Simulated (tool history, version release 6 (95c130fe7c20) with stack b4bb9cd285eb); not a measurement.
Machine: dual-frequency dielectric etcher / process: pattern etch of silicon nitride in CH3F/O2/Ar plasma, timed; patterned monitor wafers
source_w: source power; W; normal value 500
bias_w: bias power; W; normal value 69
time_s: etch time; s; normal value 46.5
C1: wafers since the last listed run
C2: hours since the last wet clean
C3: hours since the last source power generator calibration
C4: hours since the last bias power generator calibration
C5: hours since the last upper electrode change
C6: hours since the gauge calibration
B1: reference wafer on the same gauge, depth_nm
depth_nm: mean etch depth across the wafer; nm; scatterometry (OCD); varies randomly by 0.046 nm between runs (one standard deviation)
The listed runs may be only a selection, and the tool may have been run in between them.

run 1 hour=0.0 | source_w=530 bias_w=69 time_s=46.5 | C1=0 C2=341.0 C3=2868.8 C4=3358.8 C5=3285.3 C6=244.0 | B1=25.00 | depth_nm=31.04
run 2 hour=7.2 | source_w=500 bias_w=69 time_s=46.5 | C1=93 C2=348.2 C3=2876.0 C4=3366.0 C5=3292.5 C6=251.2 | B1=25.00 | depth_nm=30.45
run 3 hour=18.0 | source_w=500 bias_w=69 time_s=53.0 | C1=139 C2=359.0 C3=2886.8 C4=3376.8 C5=3303.3 C6=262.0 | B1=24.99 | depth_nm=34.76
run 4 hour=31.9 | source_w=500 bias_w=69 time_s=46.5 | C1=179 C2=372.9 C3=2900.7 C4=3390.7 C5=3317.2 C6=275.9 | B1=25.00 | depth_nm=30.50
run 5 hour=49.6 | source_w=500 bias_w=69 time_s=46.5 | C1=228 C2=390.6 C3=2918.4 C4=3408.4 C5=3334.9 C6=293.6 | B1=24.99 | depth_nm=30.52
-- hour=64.3 source power generator calibrated
run 6 hour=64.8 | source_w=500 bias_w=69 time_s=38.5 | C1=144 C2=405.8 C3=0.5 C4=3423.6 C5=3350.1 C6=308.8 | B1=25.00 | depth_nm=25.19
run 7 hour=76.7 | source_w=500 bias_w=69 time_s=38.5 | C1=153 C2=417.7 C3=12.4 C4=3435.5 C5=3362.0 C6=320.7 | B1=25.00 | depth_nm=25.25
run 8 hour=92.7 | source_w=500 bias_w=69 time_s=38.5 | C1=206 C2=433.7 C3=28.4 C4=3451.5 C5=3378.0 C6=336.7 | B1=25.00 | depth_nm=25.19
-- hour=116.8 wet clean of the chamber
run 9 hour=117.3 | source_w=500 bias_w=69 time_s=46.5 | C1=7 C2=0.5 C3=53.0 C4=3476.1 C5=3402.6 C6=361.3 | B1=24.99 | depth_nm=30.85
run 10 hour=117.6 | source_w=500 bias_w=69 time_s=46.5 | C1=3 C2=0.8 C3=53.3 C4=3476.4 C5=3402.9 C6=361.6 | B1=25.00 | depth_nm=30.78
run 11 hour=117.9 | source_w=500 bias_w=69 time_s=46.5 | C1=3 C2=1.1 C3=53.6 C4=3476.7 C5=3403.2 C6=361.9 | B1=25.01 | depth_nm=30.77
run 12 hour=122.3 | source_w=500 bias_w=69 time_s=46.5 | C1=56 C2=5.5 C3=58.0 C4=3481.1 C5=3407.6 C6=366.3 | B1=24.99 | depth_nm=30.79
run 13 hour=134.8 | source_w=500 bias_w=69 time_s=36.5 | C1=161 C2=18.0 C3=70.5 C4=3493.6 C5=3420.1 C6=378.8 | B1=25.00 | depth_nm=24.19
run 14 hour=152.7 | source_w=500 bias_w=69 time_s=46.5 | C1=231 C2=35.9 C3=88.4 C4=3511.5 C5=3438.0 C6=396.7 | B1=25.00 | depth_nm=30.83
run 15 hour=159.8 | source_w=500 bias_w=56 time_s=46.5 | C1=91 C2=43.0 C3=95.5 C4=3518.6 C5=3445.1 C6=403.8 | B1=25.00 | depth_nm=29.51
-- hour=169.1 bias power generator calibrated
run 16 hour=172.2 | source_w=500 bias_w=82 time_s=46.5 | C1=108 C2=55.4 C3=107.9 C4=3.1 C5=3457.5 C6=416.2 | B1=25.00 | depth_nm=31.90
run 17 hour=179.6 | source_w=500 bias_w=69 time_s=46.5 | C1=95 C2=62.8 C3=115.3 C4=10.5 C5=3464.9 C6=423.6 | B1=24.98 | depth_nm=30.72
run 18 hour=190.5 | source_w=500 bias_w=69 time_s=55.5 | C1=140 C2=73.7 C3=126.2 C4=21.4 C5=3475.8 C6=434.5 | B1=25.01 | depth_nm=36.76
run 19 hour=203.2 | source_w=400 bias_w=69 time_s=34.0 | C1=164 C2=86.4 C3=138.9 C4=34.1 C5=3488.5 C6=447.2 | B1=25.00 | depth_nm=20.95
run 20 hour=211.9 | source_w=500 bias_w=69 time_s=39.5 | C1=112 C2=95.1 C3=147.6 C4=42.8 C5=3497.2 C6=455.9 | B1=25.01 | depth_nm=26.12
run 21 hour=219.3 | source_w=500 bias_w=69 time_s=54.0 | C1=95 C2=102.5 C3=155.0 C4=50.2 C5=3504.6 C6=463.3 | B1=24.99 | depth_nm=35.79
-- hour=222.3 gauge calibrated
-- hour=245.2 upper electrode replaced
run 22 hour=245.7 | source_w=570 bias_w=80 time_s=58.0 | C1=31 C2=128.9 C3=181.4 C4=76.6 C5=0.5 C6=23.4 | B1=25.01 | depth_nm=41.25
run 23 hour=248.2 | source_w=380 bias_w=69 time_s=46.5 | C1=32 C2=131.4 C3=183.9 C4=79.1 C5=3.0 C6=25.9 | B1=25.00 | depth_nm=28.17
run 24 hour=254.7 | source_w=540 bias_w=69 time_s=42.0 | C1=84 C2=137.9 C3=190.4 C4=85.6 C5=9.5 C6=32.4 | B1=25.01 | depth_nm=28.43
run 25 hour=266.7 | source_w=440 bias_w=69 time_s=36.5 | C1=155 C2=149.9 C3=202.4 C4=97.6 C5=21.5 C6=44.4 | B1=25.00 | depth_nm=23.07
run 26 hour=277.0 | source_w=500 bias_w=69 time_s=46.5 | C1=133 C2=160.2 C3=212.7 C4=107.9 C5=31.8 C6=54.7 | B1=25.00 | depth_nm=30.66
run 27 hour=284.7 | source_w=500 bias_w=80 time_s=33.5 | C1=99 C2=167.9 C3=220.4 C4=115.6 C5=39.5 C6=62.4 | B1=25.00 | depth_nm=22.74
run 28 hour=297.3 | source_w=500 bias_w=54 time_s=46.5 | C1=162 C2=180.5 C3=233.0 C4=128.2 C5=52.1 C6=75.0 | B1=25.00 | depth_nm=29.34
run 29 hour=305.8 | source_w=410 bias_w=56 time_s=59.0 | C1=109 C2=189.0 C3=241.5 C4=136.7 C5=60.6 C6=83.5 | B1=25.01 | depth_nm=34.98
run 30 hour=321.5 | source_w=500 bias_w=69 time_s=46.5 | C1=202 C2=204.7 C3=257.2 C4=152.4 C5=76.3 C6=99.2 | B1=25.01 | depth_nm=30.59
run 31 hour=330.5 | source_w=430 bias_w=69 time_s=46.5 | C1=116 C2=213.7 C3=266.2 C4=161.4 C5=85.3 C6=108.2 | B1=25.00 | depth_nm=29.12

Each row is a separate what-if for the run after 31, all from the same tool condition, not one after another. Results?
run A hour=330.9 | source_w=500 bias_w=69 time_s=60.5 | C1=5 C2=214.1 C3=266.6 C4=161.8 C5=85.7 C6=108.6 | B1=? | depth_nm=?
run B hour=330.9 | source_w=430 bias_w=55 time_s=58.5 | C1=5 C2=214.1 C3=266.6 C4=161.8 C5=85.7 C6=108.6 | B1=? | depth_nm=?
run C hour=330.9 | source_w=590 bias_w=63 time_s=57.5 | C1=5 C2=214.1 C3=266.6 C4=161.8 C5=85.7 C6=108.6 | B1=? | depth_nm=?

run=A B1=24.99 depth_nm=39.85
run=B B1=24.99 depth_nm=35.16
run=C B1=24.99 depth_nm=39.29
What these runs would have given with no unlogged condition in the tool:
run=A depth_nm=40.10
run=B depth_nm=35.38
run=C depth_nm=39.54
